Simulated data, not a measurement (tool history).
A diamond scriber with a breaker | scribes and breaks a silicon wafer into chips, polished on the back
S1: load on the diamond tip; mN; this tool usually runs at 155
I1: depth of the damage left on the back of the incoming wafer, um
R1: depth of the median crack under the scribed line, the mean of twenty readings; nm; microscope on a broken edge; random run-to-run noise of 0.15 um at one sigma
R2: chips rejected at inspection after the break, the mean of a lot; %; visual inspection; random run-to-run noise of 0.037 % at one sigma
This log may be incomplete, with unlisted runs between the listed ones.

Run 1, hour 0.0: usual settings but S1 125 mN; I1 0.05. Result: R1 7660 nm, R2 1.13 %.
Run 2, hour 101.3: usual settings; I1 0.04. Result: R1 8280 nm, R2 1.18 %.
Run 3, hour 146.0: usual settings; I1 0.02. Result: R1 8460 nm, R2 1.29 %.
Run 4, hour 206.0: usual settings but S1 172 mN; I1 0.04. Result: R1 8850 nm, R2 2.37 %.
Run 5, hour 243.8: usual settings but S1 172 mN; I1 0.02. Result: R1 8940 nm, R2 2.29 %.
Run 6, hour 287.6: usual settings but S1 172 mN; I1 0.01. Result: R1 8730 nm, R2 2.38 %.
At hour 337.4: load on the tip recalibrated.
Run 7, hour 390.0: usual settings; I1 0.04. Result: R1 7800 nm, R2 0.87 %.
Run 8, hour 478.5: usual settings; I1 0.04. Result: R1 8230 nm, R2 0.81 %.
At hour 565.0: diamond tip replaced by a new one.
Run 9, hour 580.1: usual settings; I1 0.04. Result: R1 7950 nm, R2 0.90 %.
Run 10, hour 673.7: usual settings but S1 185 mN; I1 0.04. Result: R1 8780 nm, R2 2.05 %.
Run 11, hour 764.0: usual settings; I1 0.03. Result: R1 8050 nm, R2 0.91 %.
Run 12, hour 859.8: usual settings; I1 0.03. Result: R1 7700 nm, R2 0.94 %.
Run 13, hour 952.7: usual settings; I1 0.01. Result: R1 8050 nm, R2 0.88 %.
Run 14, hour 1008.1: usual settings; I1 0.04. Result: R1 8290 nm, R2 0.98 %.
Run 15, hour 1081.1: usual settings; I1 0.04. Result: R1 8170 nm, R2 1.07 %.
Run 16, hour 1322.0: usual settings but S1 188 mN; I1 0.02. Result: R1 9290 nm, R2 3.19 %.
Run 17, hour 1369.5: usual settings but S1 188 mN; I1 0.04. Result: R1 9080 nm, R2 3.03 %.
At hour 1419.4: diamond tip replaced by a new one.
Run 18, hour 1450.5: usual settings but S1 170 mN; I1 0.04. Result: R1 8450 nm, R2 1.76 %.
Run 19, hour 1491.0: usual settings but S1 175 mN; I1 0.04. Result: R1 8780 nm, R2 2.25 %.
Run 20, hour 1595.9: usual settings but S1 167 mN; I1 0.04. Result: R1 8570 nm, R2 1.89 %.
Run 21, hour 1653.6: usual settings but S1 191 mN; I1 0.04. Result: R1 9400 nm, R2 3.67 %.
Run 22, hour 1732.4: usual settings but S1 193 mN; I1 0.01. Result: R1 9390 nm, R2 4.01 %.
Run 23, hour 1861.2: usual settings but S1 117 mN; I1 0.05. Result: R1 7390 nm, R2 1.49 %.
Run 24, hour 1912.0: usual settings but S1 184 mN; I1 0.02. Result: R1 9180 nm, R2 3.07 %.
Run 25, hour 1983.2: usual settings but S1 133 mN; I1 0.05. Result: R1 7820 nm, R2 0.86 %.
At hour 2055.2: load on the tip recalibrated.
Run 26, hour 2079.0: usual settings; I1 0.03. Result: R1 7560 nm, R2 0.84 %.
Run 27, hour 2183.7: usual settings; I1 0.04. Result: R1 8020 nm, R2 0.89 %.
At hour 2197.3: diamond tip replaced by a new one.
Run 28, hour 2220.5: usual settings but S1 132 mN; I1 0.03. Result: R1 7380 nm, R2 1.29 %.
Run 29, hour 2310.8: usual settings; I1 0.05. Result: R1 7970 nm, R2 0.91 %.
Run 30, hour 2381.5: usual settings but S1 124 mN; I1 0.01. Result: R1 7170 nm, R2 1.77 %.
Run 31, hour 2447.2: usual settings but S1 172 mN; I1 0.01. Result: R1 8500 nm, R2 1.49 %.
Run 32, hour 2551.9: usual settings but S1 113 mN; I1 0.03. Result: R1 6960 nm, R2 2.28 %.
Run 33, hour 2614.4: usual settings but S1 110 mN; I1 0.02. Result: R1 6920 nm, R2 2.79 %.
Run 34, hour 2716.6: usual settings but S1 139 mN; I1 0.01. Result: R1 7950 nm, R2 0.94 %.
Run 35, hour 2769.1: usual settings; I1 0.03. Result: R1 8160 nm, R2 0.98 %.
Run 36, hour 2826.6: usual settings but S1 122 mN; I1 0.02. Result: R1 7320 nm, R2 1.62 %.

Some steps in R1 between neighbouring runs. How much of each would the tool show without its hidden state too (settings, what came in, random variation), and how much is left for the hidden state, with any gauge scatter that isn't in both results?
What the log doesn't record here: share of the diamond tip's cutting effectiveness lost through wear, %; deviation of the load on the tip from its setpoint, %.
Run 6 -> 7: S1 172 -> 155, load on the tip recalibrated. R1 -930 nm: hidden state -520, all else -410.
Run 22 -> 23: S1 193 -> 117. R1 -2000 nm: hidden state -90, all else -1910.
Run 23 -> 24: S1 117 -> 184. R1 +1790 nm: hidden state +130, all else +1660.
Run 25 -> 26: S1 133 -> 155, load on the tip recalibrated. R1 -260 nm: hidden state -460, all else +200.
Run 31 -> 32: S1 172 -> 113. R1 -1540 nm: hidden state +0, all else -1540.

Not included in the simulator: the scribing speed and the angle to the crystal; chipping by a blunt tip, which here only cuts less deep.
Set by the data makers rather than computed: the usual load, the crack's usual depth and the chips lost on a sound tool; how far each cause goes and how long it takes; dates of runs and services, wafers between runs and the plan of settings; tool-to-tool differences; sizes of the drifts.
